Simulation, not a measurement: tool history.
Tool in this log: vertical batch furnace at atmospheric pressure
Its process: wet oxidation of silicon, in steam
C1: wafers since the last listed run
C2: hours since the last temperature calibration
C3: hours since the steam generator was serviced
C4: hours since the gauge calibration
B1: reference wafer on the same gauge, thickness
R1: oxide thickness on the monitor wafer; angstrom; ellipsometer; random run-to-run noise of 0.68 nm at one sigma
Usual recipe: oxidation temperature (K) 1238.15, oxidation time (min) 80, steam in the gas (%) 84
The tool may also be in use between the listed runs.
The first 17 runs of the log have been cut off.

{"hour": 1759.0, "done": "gauge calibrated"}
{"run": 18, "hour": 1861.3, "oxidation temperature (K)": 1257.15, "oxidation time (min)": 98, "steam in the gas (%)": 84, "C1": 3696, "C2": 334.4, "C3": 431.2, "C4": 102.3, "B1": 342.9, "R1": 4354.7}
{"run": 19, "hour": 1963.8, "oxidation temperature (K)": 1214.15, "oxidation time (min)": 61.5, "steam in the gas (%)": 96, "C1": 1258, "C2": 436.9, "C3": 533.7, "C4": 204.8, "B1": 342.9, "R1": 2413.1}
{"run": 20, "hour": 2020.7, "oxidation temperature (K)": 1248.15, "oxidation time (min)": 97, "steam in the gas (%)": 75, "C1": 698, "C2": 493.8, "C3": 590.6, "C4": 261.7, "B1": 343.15, "R1": 3745.4}
{"run": 21, "hour": 2081.4, "oxidation temperature (K)": 1248.15, "oxidation time (min)": 97, "steam in the gas (%)": 75, "C1": 745, "C2": 554.5, "C3": 651.3, "C4": 322.4, "B1": 343.21, "R1": 3758.4}
{"run": 22, "hour": 2158.8, "oxidation temperature (K)": 1238.15, "oxidation time (min)": 80, "steam in the gas (%)": 84, "C1": 950, "C2": 631.9, "C3": 728.7, "C4": 399.8, "B1": 342.95, "R1": 3275.7}
{"run": 23, "hour": 2208.7, "oxidation temperature (K)": 1261.15, "oxidation time (min)": 115.5, "steam in the gas (%)": 76, "C1": 612, "C2": 681.8, "C3": 778.6, "C4": 449.7, "B1": 343.02, "R1": 4653.9}
{"run": 24, "hour": 2258.3, "oxidation temperature (K)": 1222.15, "oxidation time (min)": 69, "steam in the gas (%)": 75, "C1": 609, "C2": 731.4, "C3": 828.2, "C4": 499.3, "B1": 343.02, "R1": 2343.9}
{"run": 25, "hour": 2294.9, "oxidation temperature (K)": 1226.15, "oxidation time (min)": 80, "steam in the gas (%)": 78, "C1": 449, "C2": 768, "C3": 864.8, "C4": 535.9, "B1": 342.86, "R1": 2798}
{"run": 26, "hour": 2346.1, "oxidation temperature (K)": 1252.15, "oxidation time (min)": 119.5, "steam in the gas (%)": 78, "C1": 628, "C2": 819.2, "C3": 916, "C4": 587.1, "B1": 342.95, "R1": 4557.8}
{"run": 27, "hour": 2401.8, "oxidation temperature (K)": 1226.15, "oxidation time (min)": 80, "steam in the gas (%)": 78, "C1": 683, "C2": 874.9, "C3": 971.7, "C4": 642.8, "B1": 342.91, "R1": 2790.9}
{"run": 28, "hour": 2474.7, "oxidation temperature (K)": 1258.15, "oxidation time (min)": 90, "steam in the gas (%)": 74, "C1": 895, "C2": 947.8, "C3": 1044.6, "C4": 715.7, "B1": 342.98, "R1": 3793.4}
{"run": 29, "hour": 2541.8, "oxidation temperature (K)": 1238.15, "oxidation time (min)": 62, "steam in the gas (%)": 77, "C1": 823, "C2": 1014.9, "C3": 1111.7, "C4": 782.8, "B1": 343.04, "R1": 2554.2}
{"run": 30, "hour": 2636.1, "oxidation temperature (K)": 1218.15, "oxidation time (min)": 51, "steam in the gas (%)": 77, "C1": 1157, "C2": 1109.2, "C3": 1206, "C4": 877.1, "B1": 343, "R1": 1823.9}
{"run": 31, "hour": 2714.1, "oxidation temperature (K)": 1250.15, "oxidation time (min)": 57.5, "steam in the gas (%)": 89, "C1": 957, "C2": 1187.2, "C3": 1284, "C4": 955.1, "B1": 343.17, "R1": 2971.8}
{"run": 32, "hour": 2769.1, "oxidation temperature (K)": 1230.15, "oxidation time (min)": 46.5, "steam in the gas (%)": 73, "C1": 675, "C2": 1242.2, "C3": 1339, "C4": 1010.1, "B1": 343.07, "R1": 1832.1}

Predict each of these 5 candidate next runs independently; none follows another, all start after run 32:
{"run": "A", "hour": 2774.0, "oxidation temperature (K)": 1238.15, "oxidation time (min)": 80, "steam in the gas (%)": 84, "C1": 60, "C2": 1247.1, "C3": 1343.9, "C4": 1015, "B1": "?", "R1": "?"}
{"run": "B", "hour": 2774.0, "oxidation temperature (K)": 1238.15, "oxidation time (min)": 118.5, "steam in the gas (%)": 91, "C1": 60, "C2": 1247.1, "C3": 1343.9, "C4": 1015, "B1": "?", "R1": "?"}
{"run": "C", "hour": 2774.0, "oxidation temperature (K)": 1238.15, "oxidation time (min)": 45.5, "steam in the gas (%)": 84, "C1": 60, "C2": 1247.1, "C3": 1343.9, "C4": 1015, "B1": "?", "R1": "?"}
{"run": "D", "hour": 2774.0, "oxidation temperature (K)": 1222.15, "oxidation time (min)": 105, "steam in the gas (%)": 73, "C1": 60, "C2": 1247.1, "C3": 1343.9, "C4": 1015, "B1": "?", "R1": "?"}
{"run": "E", "hour": 2774.0, "oxidation temperature (K)": 1245.15, "oxidation time (min)": 42, "steam in the gas (%)": 88, "C1": 60, "C2": 1247.1, "C3": 1343.9, "C4": 1015, "B1": "?", "R1": "?"}

run=A B1=343.15 R1=3260.4
run=B B1=343.15 R1=4537.3
run=C B1=343.15 R1=2162.1
run=D B1=343.15 R1=3127.2
run=E B1=343.15 R1=2247.1
With the hidden condition removed and each run's random variation left untouched, the same runs would have given:
run=A R1=3320.4
run=B R1=4617.5
run=C R1=2203.5
run=D R1=3186.3
run=E R1=2289.6

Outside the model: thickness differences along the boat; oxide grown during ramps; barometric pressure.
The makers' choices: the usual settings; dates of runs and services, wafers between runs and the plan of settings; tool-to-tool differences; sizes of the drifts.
